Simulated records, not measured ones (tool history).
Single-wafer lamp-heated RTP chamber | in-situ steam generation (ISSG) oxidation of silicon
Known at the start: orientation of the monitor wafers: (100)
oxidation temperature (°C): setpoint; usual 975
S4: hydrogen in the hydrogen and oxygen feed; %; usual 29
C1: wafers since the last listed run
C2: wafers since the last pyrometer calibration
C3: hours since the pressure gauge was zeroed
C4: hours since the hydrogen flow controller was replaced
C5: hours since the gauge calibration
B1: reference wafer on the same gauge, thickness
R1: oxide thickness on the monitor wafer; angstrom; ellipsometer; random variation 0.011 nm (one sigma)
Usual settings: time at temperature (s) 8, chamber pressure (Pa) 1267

Run 1, day 0.000: usual settings but oxidation temperature (°C) 986; C1 0; C2 330; C3 1225.9; C4 5353.6; C5 530.6; B1 2.897. Result: R1 36.95 angstrom.
Run 2, day 3.233: usual settings but oxidation temperature (°C) 986; C1 725; C2 1055; C3 1303.5; C4 5431.2; C5 608.2; B1 2.899. Result: R1 37.14 angstrom.
Run 3, day 7.408: usual settings but oxidation temperature (°C) 986; C1 936; C2 1992; C3 1403.7; C4 5531.4; C5 708.4; B1 2.900. Result: R1 37.16 angstrom.
At day 7.796: pyrometer window cleaned and pyrometer calibrated.
Run 4, day 10.017: usual settings but time at temperature (s) 9; C1 510; C2 497; C3 1466.3; C4 5594.0; C5 771.0; B1 2.907. Result: R1 37.89 angstrom.
Run 5, day 11.896: usual settings but time at temperature (s) 9; C1 421; C2 919; C3 1511.4; C4 5639.1; C5 816.1; B1 2.905. Result: R1 37.83 angstrom.
Run 6, day 14.217: usual settings but time at temperature (s) 9; C1 520; C2 1439; C3 1567.1; C4 5694.8; C5 871.8; B1 2.908. Result: R1 37.75 angstrom.
At day 16.521: pyrometer window cleaned and pyrometer calibrated.
At day 16.779: pressure gauge zeroed.
Run 7, day 16.962: usual settings; C1 483; C2 41; C3 4.4; C4 5760.7; C5 937.7; B1 2.914. Result: R1 36.19 angstrom.
Run 8, day 18.538: usual settings but chamber pressure (Pa) 1360; C1 353; C2 394; C3 42.2; C4 5798.5; C5 975.5; B1 2.914. Result: R1 35.80 angstrom.
Run 9, day 23.667: usual settings but oxidation temperature (°C) 959, time at temperature (s) 5, chamber pressure (Pa) 1107, S4 32 %; C1 1150; C2 1545; C3 165.3; C4 5921.6; C5 1098.6; B1 2.922. Result: R1 31.42 angstrom.
At day 26.721: hydrogen flow controller replaced.
At day 27.462: pyrometer window cleaned and pyrometer calibrated.
At day 31.892: gauge calibrated.
Run 10, day 36.521: usual settings but oxidation temperature (°C) 965, chamber pressure (Pa) 1173; C1 2733; C2 2031; C3 473.8; C4 235.2; C5 111.1; B1 2.875. Result: R1 35.64 angstrom.
At day 37.758: pyrometer window cleaned and pyrometer calibrated.
Run 11, day 38.617: usual settings but time at temperature (s) 9; C1 395; C2 192; C3 524.1; C4 285.5; C5 161.4; B1 2.881. Result: R1 37.57 angstrom.
Run 12, day 40.604: usual settings but time at temperature (s) 7, chamber pressure (Pa) 1187, S4 32 %; C1 445; C2 638; C3 571.8; C4 333.2; C5 209.1; B1 2.880. Result: R1 35.59 angstrom.
Run 13, day 43.417: usual settings but S4 32 %; C1 630; C2 1269; C3 639.3; C4 400.7; C5 276.6; B1 2.887. Result: R1 36.82 angstrom.
Run 14, day 46.442: usual settings but time at temperature (s) 9; C1 678; C2 1947; C3 711.9; C4 473.3; C5 349.2; B1 2.889. Result: R1 37.39 angstrom.

Forecast each of these 3 alternatives for the next run:
Run A, day 46.458: usual settings but time at temperature (s) 7; C1 3; C2 1951; C3 712.3; C4 473.7; C5 349.6; B1 ?. Result: R1 ?.
Run B, day 46.458: usual settings but chamber pressure (Pa) 1213; C1 3; C2 1951; C3 712.3; C4 473.7; C5 349.6; B1 ?. Result: R1 ?.
Run C, day 46.458: usual settings but time at temperature (s) 10, chamber pressure (Pa) 1107; C1 3; C2 1951; C3 712.3; C4 473.7; C5 349.6; B1 ?. Result: R1 ?.

run     B1     R1
  A  2.890  34.30
  B  2.890  36.34
  C  2.890  39.99
Without the tool's hidden state the same runs would have given:
run     R1
  A  34.09
  B  36.12
  C  39.75

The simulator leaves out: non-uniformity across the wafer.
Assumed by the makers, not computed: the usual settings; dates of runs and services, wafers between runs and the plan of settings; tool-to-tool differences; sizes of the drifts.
